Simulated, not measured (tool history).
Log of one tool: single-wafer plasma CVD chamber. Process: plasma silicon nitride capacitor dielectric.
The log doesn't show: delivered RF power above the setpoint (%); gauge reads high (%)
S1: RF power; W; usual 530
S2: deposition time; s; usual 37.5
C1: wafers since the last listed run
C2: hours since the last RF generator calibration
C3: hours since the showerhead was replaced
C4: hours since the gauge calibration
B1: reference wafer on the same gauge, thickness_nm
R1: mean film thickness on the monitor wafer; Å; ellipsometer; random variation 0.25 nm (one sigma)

run 1 day=0.000 | S1=530 S2=37.5 | C1=0 C2=1145.8 C3=2928.7 C4=542.4 | B1=72.290 | R1=599.73
run 2 day=0.621 | S1=530 S2=37.5 | C1=231 C2=1160.7 C3=2943.6 C4=557.3 | B1=72.317 | R1=598.94
run 3 day=1.204 | S1=530 S2=37.5 | C1=217 C2=1174.7 C3=2957.6 C4=571.3 | B1=72.381 | R1=605.02
run 4 day=2.662 | S1=530 S2=37.5 | C1=544 C2=1209.7 C3=2992.6 C4=606.3 | B1=72.412 | R1=599.13
run 5 day=3.471 | S1=485 S2=42.7 | C1=301 C2=1229.1 C3=3012.0 C4=625.7 | B1=72.321 | R1=663.94
run 6 day=4.350 | S1=485 S2=42.7 | C1=327 C2=1250.2 C3=3033.1 C4=646.8 | B1=72.331 | R1=668.43
run 7 day=5.671 | S1=530 S2=37.5 | C1=492 C2=1281.9 C3=3064.8 C4=678.5 | B1=72.400 | R1=599.92
run 8 day=6.225 | S1=530 S2=37.5 | C1=206 C2=1295.2 C3=3078.1 C4=691.8 | B1=72.410 | R1=596.55
run 9 day=10.167 | S1=530 S2=39.4 | C1=1470 C2=1389.8 C3=3172.7 C4=786.4 | B1=72.336 | R1=633.10
run 10 day=11.308 | S1=530 S2=37.5 | C1=425 C2=1417.2 C3=3200.1 C4=813.8 | B1=72.382 | R1=599.87
run 11 day=12.121 | S1=530 S2=37.5 | C1=303 C2=1436.7 C3=3219.6 C4=833.3 | B1=72.372 | R1=601.44
run 12 day=13.496 | S1=575 S2=37.5 | C1=512 C2=1469.7 C3=3252.6 C4=866.3 | B1=72.391 | R1=612.65
run 13 day=16.862 | S1=575 S2=37.5 | C1=1256 C2=1550.5 C3=3333.4 C4=947.1 | B1=72.517 | R1=617.25
run 14 day=17.567 | S1=530 S2=37.5 | C1=262 C2=1567.4 C3=3350.3 C4=964.0 | B1=72.305 | R1=594.47
run 15 day=18.279 | S1=530 S2=37.5 | C1=265 C2=1584.5 C3=3367.4 C4=981.1 | B1=72.351 | R1=595.81
run 16 day=19.767 | S1=530 S2=37.5 | C1=554 C2=1620.2 C3=3403.1 C4=1016.8 | B1=72.383 | R1=594.80
run 17 day=20.738 | S1=530 S2=37.5 | C1=362 C2=1643.5 C3=3426.4 C4=1040.1 | B1=72.384 | R1=594.89
run 18 day=21.633 | S1=530 S2=37.5 | C1=334 C2=1665.0 C3=3447.9 C4=1061.6 | B1=72.454 | R1=594.51
run 19 day=22.775 | S1=530 S2=37.5 | C1=425 C2=1692.4 C3=3475.3 C4=1089.0 | B1=72.398 | R1=598.59
-- day=23.554 RF generator calibrated
run 20 day=23.796 | S1=530 S2=32.4 | C1=256 C2=5.8 C3=3499.8 C4=1113.5 | B1=72.392 | R1=503.35
run 21 day=24.850 | S1=530 S2=30.5 | C1=393 C2=31.1 C3=3525.1 C4=1138.8 | B1=72.404 | R1=475.25
-- day=25.050 gauge calibrated
run 22 day=25.729 | S1=530 S2=33.7 | C1=327 C2=52.2 C3=3546.2 C4=16.3 | B1=72.409 | R1=527.60
run 23 day=27.158 | S1=625 S2=39.8 | C1=533 C2=86.5 C3=3580.5 C4=50.6 | B1=72.382 | R1=657.71
run 24 day=27.746 | S1=530 S2=37.5 | C1=219 C2=100.6 C3=3594.6 C4=64.7 | B1=72.457 | R1=583.69
run 25 day=28.446 | S1=575 S2=32.9 | C1=261 C2=117.4 C3=3611.4 C4=81.5 | B1=72.346 | R1=528.20
run 26 day=29.471 | S1=530 S2=37.5 | C1=382 C2=142.0 C3=3636.0 C4=106.1 | B1=72.376 | R1=586.91
run 27 day=30.279 | S1=530 S2=31.4 | C1=301 C2=161.4 C3=3655.4 C4=125.5 | B1=72.500 | R1=487.63
-- day=30.629 RF generator calibrated, repeated, since the last time left the tool worse
run 28 day=31.421 | S1=530 S2=37.5 | C1=301 C2=19.0 C3=3682.8 C4=152.9 | B1=72.272 | R1=605.92
run 29 day=32.133 | S1=610 S2=37.5 | C1=265 C2=36.1 C3=3699.9 C4=170.0 | B1=72.304 | R1=633.90
-- day=32.704 showerhead replaced
run 30 day=33.104 | S1=530 S2=43.2 | C1=237 C2=59.4 C3=9.6 C4=193.3 | B1=72.309 | R1=699.62
run 31 day=34.404 | S1=610 S2=37.5 | C1=485 C2=90.6 C3=40.8 C4=224.5 | B1=72.461 | R1=634.54
run 32 day=34.983 | S1=585 S2=42.9 | C1=216 C2=104.5 C3=54.7 C4=238.4 | B1=72.338 | R1=716.65
run 33 day=36.217 | S1=530 S2=37.5 | C1=460 C2=134.1 C3=84.3 C4=268.0 | B1=72.525 | R1=604.95
run 34 day=36.979 | S1=530 S2=37.5 | C1=284 C2=152.4 C3=102.6 C4=286.3 | B1=72.401 | R1=608.00
run 35 day=40.950 | S1=530 S2=37.5 | C1=1481 C2=247.7 C3=197.9 C4=381.6 | B1=72.452 | R1=611.82
run 36 day=42.004 | S1=600 S2=40.0 | C1=393 C2=273.0 C3=223.2 C4=406.9 | B1=72.518 | R1=676.15
run 37 day=43.108 | S1=480 S2=39.6 | C1=411 C2=299.5 C3=249.7 C4=433.4 | B1=72.417 | R1=621.02
run 38 day=44.421 | S1=430 S2=33.8 | C1=489 C2=331.0 C3=281.2 C4=464.9 | B1=72.380 | R1=510.71
run 39 day=45.275 | S1=450 S2=31.7 | C1=318 C2=351.5 C3=301.7 C4=485.4 | B1=72.445 | R1=483.63
run 40 day=46.025 | S1=530 S2=34.3 | C1=279 C2=369.5 C3=319.7 C4=503.4 | B1=72.389 | R1=557.14
run 41 day=48.854 | S1=475 S2=37.5 | C1=1055 C2=437.4 C3=387.6 C4=571.3 | B1=72.293 | R1=585.32
run 42 day=49.817 | S1=530 S2=37.5 | C1=359 C2=460.5 C3=410.7 C4=594.4 | B1=72.395 | R1=603.90
run 43 day=54.258 | S1=445 S2=33.0 | C1=1657 C2=567.1 C3=517.3 C4=701.0 | B1=72.366 | R1=504.96
run 44 day=55.204 | S1=530 S2=37.5 | C1=352 C2=589.8 C3=540.0 C4=723.7 | B1=72.377 | R1=605.10

Forecast each of these 4 alternatives for the next run:
run A day=55.221 | S1=605 S2=37.5 | C1=6 C2=590.2 C3=540.4 C4=724.1 | B1=? | R1=?
run B day=55.221 | S1=475 S2=34.9 | C1=6 C2=590.2 C3=540.4 C4=724.1 | B1=? | R1=?
run C day=55.221 | S1=500 S2=37.5 | C1=6 C2=590.2 C3=540.4 C4=724.1 | B1=? | R1=?
run D day=55.221 | S1=620 S2=41.5 | C1=6 C2=590.2 C3=540.4 C4=724.1 | B1=? | R1=?

run=A B1=72.354 R1=633.79
run=B B1=72.354 R1=546.19
run=C B1=72.354 R1=596.58
run=D B1=72.354 R1=706.83
Without the tool's hidden state the same runs would have given:
run=A R1=635.64
run=B R1=547.79
run=C R1=598.33
run=D R1=708.90
